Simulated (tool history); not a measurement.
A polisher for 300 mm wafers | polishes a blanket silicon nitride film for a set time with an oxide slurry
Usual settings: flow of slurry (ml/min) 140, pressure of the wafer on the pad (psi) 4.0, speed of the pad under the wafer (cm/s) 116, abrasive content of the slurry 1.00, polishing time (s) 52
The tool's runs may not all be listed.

run	hour	flow of slurry (ml/min)	pressure of the wafer on the pad (psi)	speed of the pad under the wafer (cm/s)	abrasive content of the slurry	polishing time (s)	incoming thickness of the incoming film, nm	film removed (angstrom)
1	0.0	140	4.0	116	0.95	52	375.7	463
# hour 22.9: worn pad replaced by a new one
2	43.1	140	4.0	116	0.95	52	376.2	468
3	85.7	140	4.0	116	0.95	52	365.7	458
4	94.0	140	4.0	116	1.00	52	378.6	465
# hour 109.9: worn pad replaced by a new one
5	114.0	140	3.1	116	1.00	52	378.4	363
# hour 139.4: slurry blender recalibrated
6	145.7	140	4.0	116	1.20	52	372.6	466
7	153.6	140	4.0	116	1.20	52	367.6	465
8	166.5	160	4.0	116	1.00	52	374.0	440
9	183.0	160	4.0	116	1.00	52	373.3	446
10	197.7	140	4.0	116	1.00	52	371.9	426
# hour 206.2: worn pad replaced by a new one, repeated, since the last time left the tool worse
# hour 206.8: slurry nozzle cleaned
# hour 242.1: conditioning disc replaced and pad reconditioned
11	246.0	140	4.0	116	1.00	52	366.9	470
12	262.9	140	4.0	116	1.00	52	367.3	466
13	273.1	140	4.0	116	1.00	52	365.2	469
14	283.3	140	4.0	116	1.00	40	364.3	363
# hour 292.0: worn pad replaced by a new one
15	292.3	115	4.0	116	1.00	61	365.0	540
# hour 303.6: head pressure recalibrated
16	305.3	140	4.0	116	1.10	52	362.0	493
17	322.9	140	4.0	116	0.70	52	370.0	414
18	339.9	140	4.0	116	1.00	52	362.8	467
19	356.1	140	4.4	116	1.00	52	370.6	502
# hour 370.0: worn pad replaced by a new one
20	372.4	140	4.9	80	1.00	65	371.2	532

The next listed run, before its measurement:
21	380.3	140	5.2	100	1.00	64	367.6	?

film removed (angstrom): 648
Without the tool's hidden state the same run would have given film removed (angstrom) 656.
